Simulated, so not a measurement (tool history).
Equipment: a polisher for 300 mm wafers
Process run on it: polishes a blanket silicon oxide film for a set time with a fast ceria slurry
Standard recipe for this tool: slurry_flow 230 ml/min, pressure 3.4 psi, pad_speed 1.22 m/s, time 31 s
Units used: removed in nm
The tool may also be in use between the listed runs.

run,hour,slurry_flow,pressure,pad_speed,time,wafers since the last listed run,wafers polished on this pad,hours since the slurry nozzle was cleaned,hours since the head pressure was calibrated,"incoming thickness of the incoming film, nm",removed
1,0.0,230,3.4,1.22,31,0,3746,378.1,80.8,2069.0,604.7
2,91.6,230,3.4,1.22,31,1146,4893,469.7,172.4,2100.6,603.6
3,139.9,230,3.4,1.22,31,604,5497,518.0,220.7,2110.7,604.5
# hour 213.1: slurry nozzle cleaned
4,219.8,230,3.4,1.22,31,987,6484,6.7,300.6,2098.7,578.1
# hour 245.4: worn pad replaced by a new one
5,323.6,230,3.4,1.22,31,1248,978,110.5,404.4,2087.8,568.1
6,428.0,230,3.4,1.22,31,1306,2284,214.9,508.8,2095.4,556.1
7,493.1,230,2.7,1.22,31,814,3099,280.0,573.9,2131.6,436.9
8,591.9,230,2.7,1.22,31,1236,4335,378.8,672.7,2076.8,426.8
9,657.2,230,3.4,1.22,31,817,5152,444.1,738.0,2094.8,539.3
10,730.0,230,3.4,1.22,31,911,6063,516.9,810.8,2085.0,541.4
11,775.0,230,3.4,1.22,31,563,6626,561.9,855.8,2122.9,542.4
# hour 807.7: head pressure recalibrated
12,817.6,230,3.4,1.22,31,508,7134,604.5,9.9,2085.9,537.3
# hour 821.2: slurry nozzle cleaned, repeated, since the last time left the tool worse
# hour 855.5: worn pad replaced by a new one
13,886.2,230,3.4,1.22,31,795,384,65.0,78.5,2088.6,611.3
14,989.3,230,3.4,1.22,31,1290,1674,168.1,181.6,2070.7,610.6
15,1126.0,210,3.4,1.06,31,1710,3385,304.8,318.3,2105.1,519.8
16,1169.6,230,3.4,0.88,36,545,3930,348.4,361.9,2097.7,500.9
17,1239.6,230,3.4,1.56,31,875,4806,418.4,431.9,2117.4,761.6
18,1326.2,230,3.4,1.22,31,1083,5890,505.0,518.5,2108.0,604.2
# hour 1355.8: worn pad replaced by a new one
19,1406.4,230,3.4,1.22,31,953,633,585.2,598.7,2097.4,604.9
20,1459.0,230,3.4,1.22,31,658,1291,637.8,651.3,2081.5,605.9
# hour 1467.5: slurry nozzle cleaned
21,1497.1,260,4.0,1.22,31,464,1756,29.6,689.4,2117.6,734.3
22,1567.6,230,3.4,1.22,31,882,2638,100.1,759.9,2078.1,611.0
23,1622.2,265,3.7,1.46,38,683,3321,154.7,814.5,2133.3,996.6
24,1681.2,275,3.4,0.98,39,738,4059,213.7,873.5,2115.7,624.6
25,1746.8,230,3.0,1.22,31,820,4880,279.3,939.1,2100.4,537.6
26,1806.2,175,3.4,1.22,31,743,5624,338.7,998.5,2118.3,564.9
# hour 1809.9: head pressure recalibrated
27,1891.6,230,4.4,1.22,31,1043,6667,424.1,81.7,2068.9,775.8
28,1962.5,170,3.4,1.32,31,887,7555,495.0,152.6,2105.5,612.7
# hour 1992.8: worn pad replaced by a new one
29,2058.3,230,3.4,1.22,31,1148,819,590.8,248.4,2110.0,595.5
# hour 2086.9: slurry nozzle cleaned
30,2122.7,230,3.1,1.22,31,793,1612,35.8,312.8,2098.4,565.8
31,2170.4,230,3.4,1.22,31,596,2209,83.5,360.5,2117.1,611.3
32,2238.2,205,4.6,1.44,31,848,3057,151.3,428.3,2090.5,952.5
33,2301.9,230,3.4,1.04,27,797,3854,215.0,492.0,2114.2,448.3
34,2405.4,270,4.1,1.22,37,1295,5150,318.5,595.5,2083.2,889.0
35,2458.4,230,3.4,1.22,31,663,5813,371.5,648.5,2100.7,600.8
# hour 2538.7: worn pad replaced by a new one
36,2566.1,230,3.4,1.22,31,1297,343,479.2,756.2,2079.6,601.4

Predict each of these 5 candidate next runs independently; none follows another, all start after run 36:
A,2566.5,230,3.4,1.22,31,5,348,479.6,756.6,2081.6,?
B,2566.5,185,3.4,1.22,31,5,348,479.6,756.6,2081.6,?
C,2566.5,230,2.9,1.46,31,5,348,479.6,756.6,2081.6,?
D,2566.5,230,3.4,1.06,31,5,348,479.6,756.6,2081.6,?
E,2566.5,200,2.9,1.34,41,5,348,479.6,756.6,2081.6,?

run,removed
A,602.1
B,578.2
C,614.6
D,523.2
E,727.8
Stripped of hidden state, with their random variation kept, the same runs would have yielded:
run,removed
A,624.1
B,604.8
C,637.0
D,542.2
E,758.5

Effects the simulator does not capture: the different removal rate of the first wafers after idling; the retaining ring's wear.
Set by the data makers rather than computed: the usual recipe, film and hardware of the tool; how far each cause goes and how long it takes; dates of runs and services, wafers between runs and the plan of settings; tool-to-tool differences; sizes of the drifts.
